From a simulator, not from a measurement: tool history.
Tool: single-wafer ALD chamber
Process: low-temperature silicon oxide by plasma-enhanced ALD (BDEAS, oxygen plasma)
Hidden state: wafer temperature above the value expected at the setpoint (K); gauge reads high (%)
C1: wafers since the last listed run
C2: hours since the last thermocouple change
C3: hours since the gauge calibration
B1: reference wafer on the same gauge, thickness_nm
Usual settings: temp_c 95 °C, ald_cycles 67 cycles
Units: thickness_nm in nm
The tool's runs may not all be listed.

Run 1, hour 0.0: usual settings; C1 0; C2 433.8; C3 709.6; B1 9.288. Result: thickness_nm 10.923 nm.
Run 2, hour 25.1: usual settings; C1 149; C2 458.9; C3 734.7; B1 9.306. Result: thickness_nm 10.842 nm.
Run 3, hour 84.6: usual settings but ald_cycles 77 cycles; C1 354; C2 518.4; C3 794.2; B1 9.305. Result: thickness_nm 12.403 nm.
Run 4, hour 283.0: usual settings; C1 1181; C2 716.8; C3 992.6; B1 9.301. Result: thickness_nm 10.880 nm.
Run 5, hour 333.2: usual settings; C1 299; C2 767.0; C3 1042.8; B1 9.304. Result: thickness_nm 10.807 nm.
Run 6, hour 379.7: usual settings; C1 276; C2 813.5; C3 1089.3; B1 9.283. Result: thickness_nm 10.837 nm.
Run 7, hour 438.1: usual settings but temp_c 90 °C; C1 347; C2 871.9; C3 1147.7; B1 9.310. Result: thickness_nm 10.954 nm.
Run 8, hour 507.6: usual settings but temp_c 90 °C; C1 413; C2 941.4; C3 1217.2; B1 9.298. Result: thickness_nm 11.027 nm.
At hour 548.3: thermocouple changed; heater temperature recalibrated.
Run 9, hour 558.7: usual settings but temp_c 90 °C; C1 256; C2 10.4; C3 1268.3; B1 9.295. Result: thickness_nm 10.951 nm.
Run 10, hour 593.2: usual settings; C1 205; C2 44.9; C3 1302.8; B1 9.288. Result: thickness_nm 10.772 nm.
Run 11, hour 661.2: usual settings; C1 405; C2 112.9; C3 1370.8; B1 9.308. Result: thickness_nm 10.805 nm.
At hour 699.1: gauge calibrated.
Run 12, hour 726.7: usual settings; C1 390; C2 178.4; C3 27.6; B1 9.303. Result: thickness_nm 10.806 nm.
Run 13, hour 777.9: usual settings; C1 304; C2 229.6; C3 78.8; B1 9.308. Result: thickness_nm 10.675 nm.
Run 14, hour 841.6: usual settings but ald_cycles 61 cycles; C1 379; C2 293.3; C3 142.5; B1 9.282. Result: thickness_nm 9.877 nm.
Run 15, hour 904.5: usual settings but ald_cycles 61 cycles; C1 374; C2 356.2; C3 205.4; B1 9.305. Result: thickness_nm 9.771 nm.
Run 16, hour 932.4: usual settings but temp_c 88 °C, ald_cycles 56 cycles; C1 166; C2 384.1; C3 233.3; B1 9.284. Result: thickness_nm 9.233 nm.
Run 17, hour 967.0: usual settings; C1 206; C2 418.7; C3 267.9; B1 9.292. Result: thickness_nm 10.823 nm.
Run 18, hour 1024.7: usual settings but temp_c 85 °C; C1 343; C2 476.4; C3 325.6; B1 9.299. Result: thickness_nm 11.123 nm.
Run 19, hour 1049.4: usual settings but temp_c 86 °C; C1 147; C2 501.1; C3 350.3; B1 9.317. Result: thickness_nm 11.152 nm.
Run 20, hour 1084.4: usual settings; C1 208; C2 536.1; C3 385.3; B1 9.291. Result: thickness_nm 10.776 nm.
Run 21, hour 1117.7: usual settings but ald_cycles 78 cycles; C1 198; C2 569.4; C3 418.6; B1 9.290. Result: thickness_nm 12.690 nm.
Run 22, hour 1163.1: usual settings; C1 270; C2 614.8; C3 464.0; B1 9.297. Result: thickness_nm 10.765 nm.
Run 23, hour 1196.8: usual settings but temp_c 83 °C, ald_cycles 54 cycles; C1 200; C2 648.5; C3 497.7; B1 9.304. Result: thickness_nm 8.987 nm.
Run 24, hour 1224.4: usual settings; C1 164; C2 676.1; C3 525.3; B1 9.315. Result: thickness_nm 10.880 nm.
Run 25, hour 1291.1: usual settings but temp_c 104 °C, ald_cycles 72 cycles; C1 397; C2 742.8; C3 592.0; B1 9.319. Result: thickness_nm 11.276 nm.
Run 26, hour 1325.0: usual settings but temp_c 81 °C, ald_cycles 80 cycles; C1 201; C2 776.7; C3 625.9; B1 9.282. Result: thickness_nm 13.371 nm.
Run 27, hour 1383.0: usual settings but temp_c 109 °C, ald_cycles 74 cycles; C1 345; C2 834.7; C3 683.9; B1 9.314. Result: thickness_nm 11.642 nm.
Run 28, hour 1427.2: usual settings; C1 263; C2 878.9; C3 728.1; B1 9.290. Result: thickness_nm 10.880 nm.
Run 29, hour 1475.2: usual settings but temp_c 110 °C, ald_cycles 79 cycles; C1 285; C2 926.9; C3 776.1; B1 9.298. Result: thickness_nm 12.446 nm.
At hour 1528.7: thermocouple changed; heater temperature recalibrated.
Run 30, hour 1597.2: usual settings but temp_c 89 °C; C1 679; C2 68.5; C3 898.1; B1 9.309. Result: thickness_nm 11.061 nm.
Run 31, hour 1644.9: usual settings but temp_c 100 °C, ald_cycles 74 cycles; C1 284; C2 116.2; C3 945.8; B1 9.305. Result: thickness_nm 11.731 nm.

How the hidden state differs across the entries between the runs, from the last listed run before each to the first after it:
Between runs 8 and 9: thermocouple changed; heater temperature recalibrated (hour 548.3)
  no hidden state differs between the two runs
Between runs 11 and 12: gauge calibrated (hour 699.1)
  no hidden state differs between the two runs
Between runs 29 and 30: thermocouple changed; heater temperature recalibrated (hour 1528.7)
  no hidden state differs between the two runs

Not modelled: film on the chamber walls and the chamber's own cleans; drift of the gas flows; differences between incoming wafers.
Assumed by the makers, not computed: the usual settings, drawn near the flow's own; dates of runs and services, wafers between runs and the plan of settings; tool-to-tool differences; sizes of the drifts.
